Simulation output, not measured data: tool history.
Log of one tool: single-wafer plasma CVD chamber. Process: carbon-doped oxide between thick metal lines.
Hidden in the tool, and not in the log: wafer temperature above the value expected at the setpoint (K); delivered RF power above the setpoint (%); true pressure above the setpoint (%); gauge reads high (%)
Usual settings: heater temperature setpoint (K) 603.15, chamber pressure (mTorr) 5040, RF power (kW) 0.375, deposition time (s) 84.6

| run | hour | heater temperature setpoint (K) | chamber pressure (mTorr) | RF power (kW) | deposition time (s) | wafers since the last listed run | hours since the last thermocouple change | hours since the last RF generator calibration | hours since the last manometer calibration | hours since the showerhead was replaced | hours since the gauge calibration | read-back reference wafer on the same gauge, thickness_nm | mean film thickness on the monitor wafer (nm) |
|---|---|---|---|---|---|---|---|---|---|---|---|---|---|
| 1 | 0 | 613.15 | 5040 | 0.375 | 84.6 | 0 | 1723.7 | 763.7 | 1100.3 | 6090.9 | 275.2 | 304.103 | 330.118 |
| 2 | 88.7 | 613.15 | 5040 | 0.375 | 84.6 | 1568 | 1812.4 | 852.4 | 1189 | 6179.6 | 363.9 | 304.114 | 330.161 |
| 3 | 127.6 | 613.15 | 5040 | 0.375 | 84.6 | 687 | 1851.3 | 891.3 | 1227.9 | 6218.5 | 402.8 | 303.979 | 330.046 |
| 4 | 211.8 | 603.15 | 5040 | 0.375 | 84.6 | 1489 | 1935.5 | 975.5 | 1312.1 | 6302.7 | 487 | 303.975 | 338.963 |
|  | 306.3 | RF generator calibrated |
|  | 308.4 | showerhead replaced |
| 5 | 308.9 | 603.15 | 5040 | 0.375 | 84.6 | 1538 | 2032.6 | 2.6 | 1409.2 | 0.5 | 584.1 | 304.078 | 341.271 |
| 6 | 369.1 | 603.15 | 5040 | 0.375 | 84.6 | 1064 | 2092.8 | 62.8 | 1469.4 | 60.7 | 644.3 | 304.048 | 340.522 |
| 7 | 413.5 | 603.15 | 5040 | 0.375 | 84.6 | 785 | 2137.2 | 107.2 | 1513.8 | 105.1 | 688.7 | 304.083 | 340.428 |
|  | 492.4 | gauge calibrated |
| 8 | 504.6 | 613.15 | 5040 | 0.375 | 84.6 | 1611 | 2228.3 | 198.3 | 1604.9 | 196.2 | 12.2 | 303.949 | 330.441 |
| 9 | 583.2 | 617.15 | 5840 | 0.32 | 94.1 | 1390 | 2306.9 | 276.9 | 1683.5 | 274.8 | 90.8 | 304.025 | 341.421 |
|  | 595 | thermocouple changed; heater temperature recalibrated |
| 10 | 668.4 | 592.15 | 4020 | 0.375 | 89.7 | 1365 | 73.4 | 362.1 | 1768.7 | 360 | 176 | 303.988 | 368.8 |
|  | 718 | capacitance manometer re-zeroed and calibrated |
| 11 | 729.1 | 603.15 | 5040 | 0.375 | 84.6 | 932 | 134.1 | 422.8 | 11.1 | 420.7 | 236.7 | 304.057 | 341.935 |
| 12 | 806.4 | 610.15 | 5040 | 0.45 | 84.6 | 1367 | 211.4 | 500.1 | 88.4 | 498 | 314 | 304.024 | 366.553 |
| 13 | 868.8 | 603.15 | 5040 | 0.43 | 84.6 | 1103 | 273.8 | 562.5 | 150.8 | 560.4 | 376.4 | 304 | 365.582 |
| 14 | 908.3 | 618.15 | 6190 | 0.31 | 84.6 | 698 | 313.3 | 602 | 190.3 | 599.9 | 415.9 | 304.003 | 304.472 |
| 15 | 1013 | 610.15 | 5040 | 0.375 | 76 | 1851 | 418 | 706.7 | 295 | 704.6 | 520.6 | 304.07 | 299.87 |

Forecast each of these 5 alternatives for the next run:
| A | 1013.4 | 610.15 | 5040 | 0.375 | 84.6 | 7 | 418.4 | 707.1 | 295.4 | 705 | 521 | ? | ? |
| B | 1013.4 | 607.15 | 5040 | 0.435 | 84.6 | 7 | 418.4 | 707.1 | 295.4 | 705 | 521 | ? | ? |
| C | 1013.4 | 596.15 | 5040 | 0.375 | 76.5 | 7 | 418.4 | 707.1 | 295.4 | 705 | 521 | ? | ? |
| D | 1013.4 | 607.15 | 3950 | 0.445 | 100 | 7 | 418.4 | 707.1 | 295.4 | 705 | 521 | ? | ? |
| E | 1013.4 | 603.15 | 5040 | 0.375 | 76.5 | 7 | 418.4 | 707.1 | 295.4 | 705 | 521 | ? | ? |

| run | read-back reference wafer on the same gauge, thickness_nm | mean film thickness on the monitor wafer (nm) |
|---|---|---|
| A | 304.073 | 334.328 |
| B | 304.073 | 362.466 |
| C | 304.073 | 314.378 |
| D | 304.073 | 425.323 |
| E | 304.073 | 308.162 |
Without the tool's hidden state the same runs would have given:
| run | mean film thickness on the monitor wafer (nm) |
|---|---|
| A | 338.342 |
| B | 366.703 |
| C | 318.292 |
| D | 430.294 |
| E | 311.885 |
